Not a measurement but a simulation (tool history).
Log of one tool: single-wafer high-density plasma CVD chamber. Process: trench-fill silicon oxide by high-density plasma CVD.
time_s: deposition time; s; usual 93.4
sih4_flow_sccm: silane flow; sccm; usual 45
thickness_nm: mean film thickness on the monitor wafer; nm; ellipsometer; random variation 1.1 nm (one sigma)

run,day,time_s,sih4_flow_sccm,"read-back reference wafer on the same gauge, thickness_nm",thickness_nm
1,0.000,93.4,45,347.357,397.502
2,0.375,93.4,45,346.821,397.329
3,0.771,97.6,45,346.842,414.460
4,1.442,85.7,45,346.939,364.710
5,2.096,85.7,45,347.023,362.207
6,2.829,85.7,45,347.040,362.546
7,3.371,93.4,45,347.020,393.056
8,3.838,93.4,45,346.980,395.678
9,4.383,93.4,45,346.877,395.711
10,4.683,93.4,45,347.016,395.358
11,5.229,93.4,45,346.952,396.215
12,5.971,103.3,45,347.001,435.197
13,7.558,93.4,51,346.861,470.461
14,7.929,93.4,51,346.920,470.583
15,8.258,93.4,45,346.916,420.035
16,8.650,93.4,45,346.980,419.724
17,9.242,93.4,45,347.015,420.210
18,9.521,93.4,49,346.943,454.866
19,10.162,93.4,45,346.944,420.888
20,10.475,80.7,45,346.937,362.460
21,10.783,85.1,53,347.044,445.039
22,11.225,93.4,54,346.940,496.139
23,11.679,111.1,41,347.103,459.753
24,12.071,104.3,49,347.231,506.086
25,12.571,83.0,45,347.060,372.556
26,12.983,93.4,45,347.357,419.199
27,13.700,102.9,51,346.983,521.117
28,14.375,105.6,54,347.041,561.174
29,14.771,109.8,48,347.267,521.616
30,15.471,93.4,45,346.843,420.884
31,15.842,93.4,41,347.049,385.365
32,16.158,93.4,45,346.985,421.620
33,16.575,88.1,52,347.008,454.545
34,16.912,80.4,45,347.049,361.224
35,17.642,86.1,49,347.201,419.109
36,18.029,80.7,45,346.955,364.381
37,18.454,104.6,37,347.342,391.621
38,18.758,78.7,45,346.879,352.041
39,19.404,108.5,52,347.016,556.484

Not shown: 2 entries that the log had between the listed runs. Between which runs, and how does the tool's hidden state differ before and after?
Between runs 12 and 13: silane flow controller replaced (day 6.667); gauge calibrated (day 7.208)
  delivered silane flow above the setpoint (%): -7.01 -> -0.368
  measured less the result without the state, thickness_nm: -29.876 -> -1.592 nm
